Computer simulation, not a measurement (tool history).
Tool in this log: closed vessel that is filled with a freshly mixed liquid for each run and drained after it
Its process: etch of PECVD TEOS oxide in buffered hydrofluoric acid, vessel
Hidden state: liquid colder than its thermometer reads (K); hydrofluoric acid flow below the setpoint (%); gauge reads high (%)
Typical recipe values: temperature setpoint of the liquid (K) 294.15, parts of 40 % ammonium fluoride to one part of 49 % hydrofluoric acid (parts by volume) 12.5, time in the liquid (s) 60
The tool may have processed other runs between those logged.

run	hour	temperature setpoint of the liquid (K)	parts of 40 % ammonium fluoride to one part of 49 % hydrofluoric acid (parts by volume)	time in the liquid (s)	wafers since the last listed run	hours since the thermometer was replaced	hours since the hydrofluoric acid flow meter was replaced	hours since the gauge calibration	read-back film thickness of the PECVD TEOS oxide reference wafer, read on the same gauge (nm)	thickness taken off the PECVD TEOS oxide on a monitor wafer (Å)
1	0.0	294.15	14.5	60	0	271.6	720.6	859.3	30.02	801.5
# hour 14.4: hydrofluoric acid flow meter replaced
2	86.7	294.15	14.5	60	6313	358.3	72.3	946.0	29.99	789.5
3	173.6	294.15	14.5	60	6402	445.2	159.2	1032.9	30.01	795.8
4	268.1	294.15	12.5	60	6962	539.7	253.7	1127.4	29.99	942.3
# hour 357.6: thermometer replaced
5	367.8	294.15	12.5	60	7271	10.2	353.4	1227.1	29.99	929.5
6	451.8	294.15	12.5	60	6188	94.2	437.4	1311.1	30.00	921.7
7	554.6	294.15	12.5	60	7573	197.0	540.2	1413.9	29.99	925.7
8	654.1	294.15	12.5	60	7330	296.5	639.7	1513.4	29.99	922.9
9	717.4	294.15	12.5	60	4663	359.8	703.0	1576.7	30.00	937.1
10	785.4	294.15	9.0	60	5009	427.8	771.0	1644.7	30.02	1227.1
11	826.3	294.15	12.5	60	3013	468.7	811.9	1685.6	29.99	926.1
# hour 868.3: hydrofluoric acid flow meter replaced
12	880.2	294.15	12.5	35	3897	522.6	11.9	1739.5	30.02	542.9
# hour 925.8: thermometer replaced
13	975.4	292.65	12.5	75	6940	49.6	107.1	1834.7	30.00	1055.9
14	1074.1	291.65	10.5	85	7271	148.3	205.8	1933.4	30.01	1353.7
15	1131.7	294.15	14.0	45	4243	205.9	263.4	1991.0	30.02	623.8
# hour 1261.0: gauge calibrated
16	1384.7	291.65	12.5	60	18639	458.9	516.4	123.7	30.00	810.6
17	1448.4	294.15	14.5	60	4693	522.6	580.1	187.4	29.99	803.1
# hour 1521.9: thermometer replaced
18	1545.0	295.65	12.5	60	7043	23.1	676.7	284.0	30.02	1005.0
# hour 1621.7: hydrofluoric acid flow meter replaced
19	1622.2	290.15	12.5	60	5613	100.3	0.5	361.2	30.01	740.4
20	1686.9	290.15	10.5	30	4766	165.0	65.2	425.9	29.98	438.4
21	1791.6	292.65	12.5	95	7713	269.7	169.9	530.6	30.00	1344.2
22	1836.7	294.15	12.5	60	3322	314.8	215.0	575.7	29.99	930.4
23	1941.9	294.15	12.5	60	7750	420.0	320.2	680.9	30.00	926.6

What if the next run were any one of these 5? Each begins from the tool's condition after run 23:
A	1942.6	294.15	12.5	60	51	420.7	320.9	681.6	?	?
B	1942.6	291.65	16.5	30	51	420.7	320.9	681.6	?	?
C	1942.6	291.65	7.5	90	51	420.7	320.9	681.6	?	?
D	1942.6	294.15	9.5	60	51	420.7	320.9	681.6	?	?
E	1942.6	294.15	7.5	30	51	420.7	320.9	681.6	?	?

run	read-back film thickness of the PECVD TEOS oxide reference wafer, read on the same gauge (nm)	thickness taken off the PECVD TEOS oxide on a monitor wafer (Å)
A	30.01	922.4
B	30.01	305.1
C	30.01	1947.2
D	30.01	1184.5
E	30.01	746.6
Without the tool's hidden state the same runs would have given:
run	thickness taken off the PECVD TEOS oxide on a monitor wafer (Å)
A	922.4
B	305.1
C	1947.2
D	1184.5
E	746.6
